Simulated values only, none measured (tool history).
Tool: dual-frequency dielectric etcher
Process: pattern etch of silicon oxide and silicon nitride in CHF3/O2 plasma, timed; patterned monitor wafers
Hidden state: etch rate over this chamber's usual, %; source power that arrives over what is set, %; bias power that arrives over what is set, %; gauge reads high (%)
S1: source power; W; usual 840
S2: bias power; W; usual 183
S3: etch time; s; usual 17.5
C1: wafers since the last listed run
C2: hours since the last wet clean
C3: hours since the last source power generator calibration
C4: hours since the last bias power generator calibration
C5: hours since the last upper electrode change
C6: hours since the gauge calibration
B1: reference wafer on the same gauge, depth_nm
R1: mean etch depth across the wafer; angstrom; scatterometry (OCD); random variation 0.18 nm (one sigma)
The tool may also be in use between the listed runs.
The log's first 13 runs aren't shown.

Run 14, day 16.467: usual settings but S1 1010 W; C1 287; C2 608; C3 184.5; C4 3205.3; C5 4991.2; C6 188; B1 29.78. Result: R1 319.6 angstrom.
Run 15, day 17.4: usual settings but S1 650 W, S3 19.5 s; C1 278; C2 630.4; C3 206.9; C4 3227.7; C5 5013.6; C6 210.4; B1 29.82. Result: R1 304.5 angstrom.
Run 16, day 18.25: usual settings but S2 216 W, S3 13 s; C1 253; C2 650.8; C3 227.3; C4 3248.1; C5 5034; C6 230.8; B1 29.81. Result: R1 234.4 angstrom.
At day 19.167: bias power generator calibrated.
At day 19.783: wet clean of the chamber.
At day 20.275: upper electrode replaced, of another model than before.
Run 17, day 21.858: usual settings but S1 920 W, S2 224 W; C1 696; C2 49.8; C3 313.9; C4 64.6; C5 38; C6 317.4; B1 29.84. Result: R1 317.9 angstrom.
Run 18, day 22.821: usual settings but S1 720 W, S2 160 W; C1 287; C2 72.9; C3 337; C4 87.7; C5 61.1; C6 340.5; B1 29.81. Result: R1 256.6 angstrom.
Run 19, day 24.117: usual settings but S1 950 W, S3 12.5 s; C1 386; C2 104; C3 368.1; C4 118.8; C5 92.2; C6 371.6; B1 29.78. Result: R1 209.4 angstrom.
Run 20, day 27.792: usual settings but S1 730 W, S2 220 W, S3 15.5 s; C1 1097; C2 192.2; C3 456.3; C4 207; C5 180.4; C6 459.8; B1 29.78. Result: R1 266.9 angstrom.
Run 21, day 28.538: usual settings; C1 222; C2 210.1; C3 474.2; C4 224.9; C5 198.3; C6 477.7; B1 29.76. Result: R1 289.6 angstrom.
Run 22, day 29.462: usual settings but S1 740 W; C1 276; C2 232.3; C3 496.4; C4 247.1; C5 220.5; C6 499.9; B1 29.79. Result: R1 278.7 angstrom.
Run 23, day 30.817: usual settings but S1 710 W, S2 224 W; C1 404; C2 264.8; C3 528.9; C4 279.6; C5 253; C6 532.4; B1 29.8. Result: R1 303.4 angstrom.
Run 24, day 32.092: usual settings but S1 900 W; C1 380; C2 295.4; C3 559.5; C4 310.2; C5 283.6; C6 563; B1 29.81. Result: R1 296.5 angstrom.
Run 25, day 33.342: usual settings; C1 373; C2 325.4; C3 589.5; C4 340.2; C5 313.6; C6 593; B1 29.81. Result: R1 290.9 angstrom.
Run 26, day 33.983: usual settings but S1 960 W, S2 154 W; C1 191; C2 340.8; C3 604.9; C4 355.6; C5 329; C6 608.4; B1 29.79. Result: R1 281.4 angstrom.
Run 27, day 34.771: usual settings but S1 760 W; C1 235; C2 359.7; C3 623.8; C4 374.5; C5 347.9; C6 627.3; B1 29.8. Result: R1 287.1 angstrom.
Run 28, day 36.2: usual settings but S1 1010 W; C1 426; C2 394; C3 658.1; C4 408.8; C5 382.2; C6 661.6; B1 29.85. Result: R1 308.5 angstrom.
Run 29, day 39.429: usual settings but S3 22 s; C1 964; C2 471.5; C3 735.6; C4 486.3; C5 459.7; C6 739.1; B1 29.79. Result: R1 370.9 angstrom.
Run 30, day 40.321: usual settings; C1 266; C2 492.9; C3 757; C4 507.7; C5 481.1; C6 760.5; B1 29.77. Result: R1 293.5 angstrom.

4 ways to go on from here, each from the tool as it stands after run 30. What would each give?
Run A, day 40.338: usual settings; C1 4; C2 493.3; C3 757.4; C4 508.1; C5 481.5; C6 760.9; B1 ?. Result: R1 ?.
Run B, day 40.338: usual settings but S1 1020 W, S2 157 W; C1 4; C2 493.3; C3 757.4; C4 508.1; C5 481.5; C6 760.9; B1 ?. Result: R1 ?.
Run C, day 40.338: usual settings but S1 930 W, S2 150 W, S3 13 s; C1 4; C2 493.3; C3 757.4; C4 508.1; C5 481.5; C6 760.9; B1 ?. Result: R1 ?.
Run D, day 40.338: usual settings but S2 158 W, S3 22.5 s; C1 4; C2 493.3; C3 757.4; C4 508.1; C5 481.5; C6 760.9; B1 ?. Result: R1 ?.

run     B1     R1
  A  29.77  294.3
  B  29.77  289.9
  C  29.77  205.3
  D  29.77  353.7
Without the tool's hidden state the same runs would have given:
run     R1
  A  283.1
  B  278.9
  C  197.5
  D  340.3

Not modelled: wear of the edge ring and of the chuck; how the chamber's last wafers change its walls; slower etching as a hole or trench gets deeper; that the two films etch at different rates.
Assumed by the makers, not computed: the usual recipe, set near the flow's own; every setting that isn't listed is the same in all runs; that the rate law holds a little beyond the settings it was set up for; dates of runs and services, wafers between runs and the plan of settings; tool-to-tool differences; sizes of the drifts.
